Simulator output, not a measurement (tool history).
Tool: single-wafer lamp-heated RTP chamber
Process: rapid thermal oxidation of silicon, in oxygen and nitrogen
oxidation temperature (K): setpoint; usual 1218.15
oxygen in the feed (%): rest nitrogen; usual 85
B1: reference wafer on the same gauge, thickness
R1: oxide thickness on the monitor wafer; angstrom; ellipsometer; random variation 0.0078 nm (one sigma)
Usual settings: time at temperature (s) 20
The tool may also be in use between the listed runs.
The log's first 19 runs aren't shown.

run 20 hour=1834.2 | oxidation_temperature_(K)=1240.15 time_at_temperature_(s)=20 oxygen_in_the_feed_(%)=98 | B1=2.572 | R1=31.69
run 21 hour=1882.8 | oxidation_temperature_(K)=1209.15 time_at_temperature_(s)=16 oxygen_in_the_feed_(%)=85 | B1=2.572 | R1=25.08
run 22 hour=1932.4 | oxidation_temperature_(K)=1193.15 time_at_temperature_(s)=20 oxygen_in_the_feed_(%)=85 | B1=2.570 | R1=24.96
run 23 hour=1991.6 | oxidation_temperature_(K)=1247.15 time_at_temperature_(s)=23 oxygen_in_the_feed_(%)=76 | B1=2.570 | R1=32.53
run 24 hour=2098.8 | oxidation_temperature_(K)=1227.15 time_at_temperature_(s)=15 oxygen_in_the_feed_(%)=57 | B1=2.571 | R1=25.01
run 25 hour=2199.5 | oxidation_temperature_(K)=1218.15 time_at_temperature_(s)=15 oxygen_in_the_feed_(%)=85 | B1=2.570 | R1=26.04
run 26 hour=2261.4 | oxidation_temperature_(K)=1218.15 time_at_temperature_(s)=20 oxygen_in_the_feed_(%)=85 | B1=2.571 | R1=27.72
run 27 hour=2328.4 | oxidation_temperature_(K)=1218.15 time_at_temperature_(s)=20 oxygen_in_the_feed_(%)=85 | B1=2.572 | R1=28.05
-- hour=2339.1 pyrometer window cleaned and pyrometer calibrated
run 28 hour=2427.3 | oxidation_temperature_(K)=1218.15 time_at_temperature_(s)=20 oxygen_in_the_feed_(%)=85 | B1=2.571 | R1=27.35
run 29 hour=2524.7 | oxidation_temperature_(K)=1231.15 time_at_temperature_(s)=28 oxygen_in_the_feed_(%)=85 | B1=2.574 | R1=32.38
run 30 hour=2562.7 | oxidation_temperature_(K)=1236.15 time_at_temperature_(s)=29 oxygen_in_the_feed_(%)=85 | B1=2.571 | R1=33.92
run 31 hour=2617.3 | oxidation_temperature_(K)=1241.15 time_at_temperature_(s)=13 oxygen_in_the_feed_(%)=85 | B1=2.569 | R1=27.21
run 32 hour=2653.5 | oxidation_temperature_(K)=1247.15 time_at_temperature_(s)=20 oxygen_in_the_feed_(%)=94 | B1=2.568 | R1=32.62
run 33 hour=2697.4 | oxidation_temperature_(K)=1218.15 time_at_temperature_(s)=20 oxygen_in_the_feed_(%)=85 | B1=2.574 | R1=27.58
run 34 hour=2765.7 | oxidation_temperature_(K)=1240.15 time_at_temperature_(s)=20 oxygen_in_the_feed_(%)=85 | B1=2.568 | R1=30.83
run 35 hour=2850.9 | oxidation_temperature_(K)=1218.15 time_at_temperature_(s)=20 oxygen_in_the_feed_(%)=85 | B1=2.565 | R1=27.86
run 36 hour=2948.2 | oxidation_temperature_(K)=1204.15 time_at_temperature_(s)=20 oxygen_in_the_feed_(%)=55 | B1=2.567 | R1=24.70
run 37 hour=3001.9 | oxidation_temperature_(K)=1232.15 time_at_temperature_(s)=11 oxygen_in_the_feed_(%)=98 | B1=2.571 | R1=26.20
run 38 hour=3058.3 | oxidation_temperature_(K)=1207.15 time_at_temperature_(s)=11 oxygen_in_the_feed_(%)=98 | B1=2.568 | R1=23.97
run 39 hour=3105.8 | oxidation_temperature_(K)=1218.15 time_at_temperature_(s)=14 oxygen_in_the_feed_(%)=98 | B1=2.569 | R1=26.27

3 ways to go on from here, each from the tool as it stands after run 39. What would each give?
run A hour=3106.3 | oxidation_temperature_(K)=1218.15 time_at_temperature_(s)=20 oxygen_in_the_feed_(%)=85 | B1=? | R1=?
run B hour=3106.3 | oxidation_temperature_(K)=1240.15 time_at_temperature_(s)=14 oxygen_in_the_feed_(%)=98 | B1=? | R1=?
run C hour=3106.3 | oxidation_temperature_(K)=1243.15 time_at_temperature_(s)=12 oxygen_in_the_feed_(%)=85 | B1=? | R1=?

run=A B1=2.569 R1=27.99
run=B B1=2.569 R1=29.07
run=C B1=2.569 R1=27.42
Without the tool's hidden state the same runs would have given:
run=A R1=27.21
run=B R1=28.16
run=C R1=26.65
